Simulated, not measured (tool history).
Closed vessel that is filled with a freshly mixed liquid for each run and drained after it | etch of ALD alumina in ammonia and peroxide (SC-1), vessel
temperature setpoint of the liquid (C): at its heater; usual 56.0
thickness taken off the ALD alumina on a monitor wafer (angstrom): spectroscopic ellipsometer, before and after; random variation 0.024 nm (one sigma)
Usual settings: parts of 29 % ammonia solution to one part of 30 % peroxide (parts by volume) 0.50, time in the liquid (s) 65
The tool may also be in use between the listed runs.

| run | hour | temperature setpoint of the liquid (C) | parts of 29 % ammonia solution to one part of 30 % peroxide (parts by volume) | time in the liquid (s) | wafers since the last listed run | hours since the thermometer was replaced | hours since the ammonia flow meter was replaced | hours since the drum of ammonia solution was connected | hours since the gauge calibration | read-back film thickness of the ALD alumina reference wafer, read on the same gauge (nm) | thickness taken off the ALD alumina on a monitor wafer (angstrom) |
|---|---|---|---|---|---|---|---|---|---|---|---|
| 1 | 0.0 | 62.5 | 0.50 | 65 | 0 | 7.8 | 1548.0 | 141.8 | 2031.6 | 119.998 | 66.82 |
| 2 | 55.3 | 56.0 | 0.50 | 65 | 7155 | 63.1 | 1603.3 | 197.1 | 2086.9 | 119.980 | 47.18 |
| 3 | 113.2 | 56.0 | 0.50 | 65 | 7491 | 121.0 | 1661.2 | 255.0 | 2144.8 | 119.991 | 46.70 |
| 4 | 142.1 | 56.0 | 0.50 | 65 | 3739 | 149.9 | 1690.1 | 283.9 | 2173.7 | 120.001 | 46.76 |
| 5 | 186.2 | 50.5 | 0.50 | 65 | 5706 | 194.0 | 1734.2 | 328.0 | 2217.8 | 120.037 | 35.07 |
| 6 | 243.2 | 59.0 | 0.50 | 65 | 7375 | 251.0 | 1791.2 | 385.0 | 2274.8 | 119.997 | 55.32 |
| 7 | 307.8 | 56.0 | 0.50 | 65 | 8358 | 315.6 | 1855.8 | 449.6 | 2339.4 | 120.004 | 46.85 |
|  | 346.6 | gauge calibrated |
| 8 | 348.0 | 56.0 | 0.50 | 65 | 5201 | 355.8 | 1896.0 | 489.8 | 1.4 | 119.990 | 46.49 |
| 9 | 389.0 | 61.5 | 0.60 | 35 | 5305 | 396.8 | 1937.0 | 530.8 | 42.4 | 119.968 | 33.78 |
| 10 | 419.1 | 56.0 | 0.55 | 65 | 3894 | 426.9 | 1967.1 | 560.9 | 72.5 | 120.001 | 46.48 |
| 11 | 483.0 | 56.0 | 0.50 | 65 | 8268 | 490.8 | 2031.0 | 624.8 | 136.4 | 119.971 | 46.12 |
| 12 | 514.9 | 56.0 | 0.50 | 80 | 4127 | 522.7 | 2062.9 | 656.7 | 168.3 | 119.987 | 56.44 |
| 13 | 576.8 | 59.0 | 0.55 | 65 | 8009 | 584.6 | 2124.8 | 718.6 | 230.2 | 120.002 | 54.23 |
| 14 | 608.6 | 56.0 | 0.50 | 65 | 4114 | 616.4 | 2156.6 | 750.4 | 262.0 | 119.985 | 45.86 |
| 15 | 650.6 | 60.0 | 0.70 | 80 | 5434 | 658.4 | 2198.6 | 792.4 | 304.0 | 119.976 | 71.67 |
|  | 651.9 | ammonia flow meter replaced |
| 16 | 691.1 | 59.5 | 0.50 | 65 | 5111 | 698.9 | 39.2 | 832.9 | 344.5 | 119.999 | 55.19 |

Forecast run 17:
| 17 | 720.6 | 56.0 | 0.50 | 65 | 3817 | 728.4 | 68.7 | 862.4 | 374.0 | ? | ? |

Run 17 gave read-back film thickness of the ALD alumina reference wafer, read on the same gauge (nm) 119.984, thickness taken off the ALD alumina on a monitor wafer (angstrom) 45.90.
Without the tool's hidden state the same run would have given thickness taken off the ALD alumina on a monitor wafer (angstrom) 48.25.
